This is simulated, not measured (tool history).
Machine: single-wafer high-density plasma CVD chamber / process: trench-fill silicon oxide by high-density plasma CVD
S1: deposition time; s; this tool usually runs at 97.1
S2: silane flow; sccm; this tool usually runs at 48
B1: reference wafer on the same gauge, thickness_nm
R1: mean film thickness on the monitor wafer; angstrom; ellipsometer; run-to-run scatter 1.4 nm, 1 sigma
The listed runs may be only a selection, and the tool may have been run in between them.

run 1 hour=0 | S1=97.1 S2=48 | B1=484.016 | R1=4400.11
run 2 hour=101.3 | S1=97.1 S2=48 | B1=484.083 | R1=4431.46
run 3 hour=193.6 | S1=97.1 S2=48 | B1=484.072 | R1=4379.58
run 4 hour=258.6 | S1=97.1 S2=48 | B1=484.153 | R1=4376.18
-- hour=354.1 gauge calibrated
run 5 hour=362.2 | S1=97.1 S2=48 | B1=484.066 | R1=4370.49
run 6 hour=439.6 | S1=82 S2=45 | B1=483.952 | R1=3457.73
run 7 hour=482.1 | S1=82 S2=45 | B1=483.901 | R1=3432.24
run 8 hour=538 | S1=111.3 S2=48 | B1=484.274 | R1=5004.03
run 9 hour=585.2 | S1=111.3 S2=48 | B1=483.995 | R1=4954.61
run 10 hour=656.1 | S1=111.3 S2=48 | B1=484.22 | R1=4960.29
run 11 hour=728.3 | S1=97.1 S2=48 | B1=484.469 | R1=4333.56
run 12 hour=808.4 | S1=97.1 S2=48 | B1=484.034 | R1=4286.34
-- hour=866.4 silane flow controller replaced
run 13 hour=901.6 | S1=113.2 S2=42 | B1=484.041 | R1=4726.67
run 14 hour=1031.6 | S1=83.5 S2=44 | B1=484.036 | R1=3657.32
run 15 hour=1112.8 | S1=77.8 S2=55 | B1=483.966 | R1=4270.6
run 16 hour=1211.1 | S1=104.8 S2=48 | B1=484.114 | R1=5018.19
run 17 hour=1257 | S1=108.7 S2=44 | B1=483.896 | R1=4755.83
-- hour=1310.7 gauge calibrated
run 18 hour=1351.9 | S1=97.1 S2=57 | B1=483.554 | R1=5488
run 19 hour=1452.4 | S1=89.9 S2=41 | B1=483.879 | R1=3673.81
run 20 hour=1521.7 | S1=115.2 S2=56 | B1=483.856 | R1=6438.65
run 21 hour=1580 | S1=97.1 S2=48 | B1=484.026 | R1=4621.3
run 22 hour=1685.3 | S1=78.8 S2=48 | B1=483.882 | R1=3772.08
run 23 hour=1722.6 | S1=97.1 S2=48 | B1=483.972 | R1=4639.16
run 24 hour=1829.4 | S1=114.2 S2=57 | B1=483.91 | R1=6470.86
run 25 hour=1869.8 | S1=82 S2=42 | B1=484.033 | R1=3419.52

Branching from run 25: 3 alternative next runs. What would each branch give?
run A hour=1870.2 | S1=97.1 S2=48 | B1=? | R1=?
run B hour=1870.2 | S1=115.4 S2=40 | B1=? | R1=?
run C hour=1870.2 | S1=78.7 S2=43 | B1=? | R1=?

run=A B1=483.834 R1=4621.86
run=B B1=483.834 R1=4577.43
run=C B1=483.834 R1=3355.82
The same runs, with their run-to-run variation unchanged, on a tool lacking any hidden condition would have given:
run=A R1=4622.92
run=B R1=4578.48
run=C R1=3356.59

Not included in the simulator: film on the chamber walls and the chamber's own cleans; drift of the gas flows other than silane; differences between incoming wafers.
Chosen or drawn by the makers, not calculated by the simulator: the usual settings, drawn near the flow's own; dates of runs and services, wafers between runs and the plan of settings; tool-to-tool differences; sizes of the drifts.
